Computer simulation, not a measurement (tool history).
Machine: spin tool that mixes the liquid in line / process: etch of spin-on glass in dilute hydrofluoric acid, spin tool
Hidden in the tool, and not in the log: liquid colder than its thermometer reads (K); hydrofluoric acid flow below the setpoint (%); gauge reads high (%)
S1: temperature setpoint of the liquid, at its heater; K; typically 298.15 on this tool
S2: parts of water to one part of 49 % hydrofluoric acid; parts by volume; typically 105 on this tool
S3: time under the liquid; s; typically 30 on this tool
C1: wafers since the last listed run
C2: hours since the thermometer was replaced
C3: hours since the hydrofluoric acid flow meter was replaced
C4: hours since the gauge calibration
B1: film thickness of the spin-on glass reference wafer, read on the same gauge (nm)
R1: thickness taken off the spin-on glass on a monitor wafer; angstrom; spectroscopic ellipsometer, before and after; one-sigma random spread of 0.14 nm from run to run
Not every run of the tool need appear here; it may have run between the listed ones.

{"run": 1, "day": 0.0, "S1": 298.15, "S2": 65, "S3": 30, "C1": 0, "C2": 2028.5, "C3": 981.7, "C4": 687.7, "B1": 29.98, "R1": 323.7}
{"run": 2, "day": 3.308, "S1": 298.15, "S2": 85, "S3": 30, "C1": 908, "C2": 2107.9, "C3": 1061.1, "C4": 767.1, "B1": 29.99, "R1": 241.3}
{"run": 3, "day": 6.538, "S1": 298.15, "S2": 105, "S3": 30, "C1": 887, "C2": 2185.4, "C3": 1138.6, "C4": 844.6, "B1": 30.01, "R1": 191.6}
{"run": 4, "day": 8.921, "S1": 298.15, "S2": 105, "S3": 30, "C1": 654, "C2": 2242.6, "C3": 1195.8, "C4": 901.8, "B1": 30, "R1": 190.7}
{"run": 5, "day": 11.612, "S1": 298.15, "S2": 105, "S3": 15, "C1": 739, "C2": 2307.2, "C3": 1260.4, "C4": 966.4, "B1": 30, "R1": 95.4}
{"run": 6, "day": 13.575, "S1": 298.15, "S2": 105, "S3": 15, "C1": 539, "C2": 2354.3, "C3": 1307.5, "C4": 1013.5, "B1": 30, "R1": 94.5}
{"day": 17.617, "done": "thermometer replaced"}
{"run": 7, "day": 17.638, "S1": 298.15, "S2": 105, "S3": 15, "C1": 1104, "C2": 0.5, "C3": 1405, "C4": 1111, "B1": 29.99, "R1": 105.8}
{"run": 8, "day": 20.2, "S1": 296.15, "S2": 105, "S3": 40, "C1": 704, "C2": 62, "C3": 1466.5, "C4": 1172.5, "B1": 29.97, "R1": 261.1}
{"run": 9, "day": 22.221, "S1": 294.65, "S2": 105, "S3": 30, "C1": 555, "C2": 110.5, "C3": 1515, "C4": 1221, "B1": 29.98, "R1": 182.8}
{"run": 10, "day": 25.362, "S1": 299.65, "S2": 130, "S3": 25, "C1": 863, "C2": 185.9, "C3": 1590.4, "C4": 1296.4, "B1": 30, "R1": 145.7}
{"run": 11, "day": 29.5, "S1": 299.65, "S2": 130, "S3": 25, "C1": 1136, "C2": 285.2, "C3": 1689.7, "C4": 1395.7, "B1": 30.01, "R1": 145.4}
{"day": 29.825, "done": "gauge calibrated"}
{"day": 30.229, "done": "hydrofluoric acid flow meter replaced"}
{"run": 12, "day": 38.367, "S1": 302.65, "S2": 140, "S3": 50, "C1": 2424, "C2": 498, "C3": 195.3, "C4": 205, "B1": 30, "R1": 294.9}
{"run": 13, "day": 40.404, "S1": 298.15, "S2": 105, "S3": 20, "C1": 559, "C2": 546.9, "C3": 244.2, "C4": 253.9, "B1": 29.99, "R1": 137.5}
{"run": 14, "day": 42.421, "S1": 298.15, "S2": 70, "S3": 40, "C1": 554, "C2": 595.3, "C3": 292.6, "C4": 302.3, "B1": 30.01, "R1": 430.9}
{"run": 15, "day": 45.579, "S1": 296.65, "S2": 105, "S3": 35, "C1": 867, "C2": 671.1, "C3": 368.4, "C4": 378.1, "B1": 30, "R1": 228.1}
{"run": 16, "day": 49.6, "S1": 303.15, "S2": 125, "S3": 30, "C1": 1104, "C2": 767.6, "C3": 464.9, "C4": 474.6, "B1": 30, "R1": 201.6}
{"run": 17, "day": 51.133, "S1": 298.15, "S2": 155, "S3": 15, "C1": 421, "C2": 804.4, "C3": 501.7, "C4": 511.4, "B1": 30, "R1": 64.4}
{"run": 18, "day": 53.242, "S1": 294.65, "S2": 90, "S3": 45, "C1": 579, "C2": 855, "C3": 552.3, "C4": 562, "B1": 29.99, "R1": 315.5}
{"run": 19, "day": 57.675, "S1": 298.15, "S2": 105, "S3": 30, "C1": 1218, "C2": 961.4, "C3": 658.7, "C4": 668.4, "B1": 30.02, "R1": 201.2}

State the hidden condition of the tool at each of the runs:
hydrofluoric acid flow below the setpoint (%): 0 in every run
gauge reads high (%): 0 in every run
H1: liquid colder than its thermometer reads (K)
run=1 H1=2.44
run=2 H1=2.53
run=3 H1=2.62
run=4 H1=2.68
run=5 H1=2.75
run=6 H1=2.81
run=7 H1=0.00579
run=8 H1=0.0748
run=9 H1=0.129
run=10 H1=0.214
run=11 H1=0.325
run=12 H1=0.564
run=13 H1=0.619
run=14 H1=0.673
run=15 H1=0.758
run=16 H1=0.867
run=17 H1=0.908
run=18 H1=0.965
run=19 H1=1.08
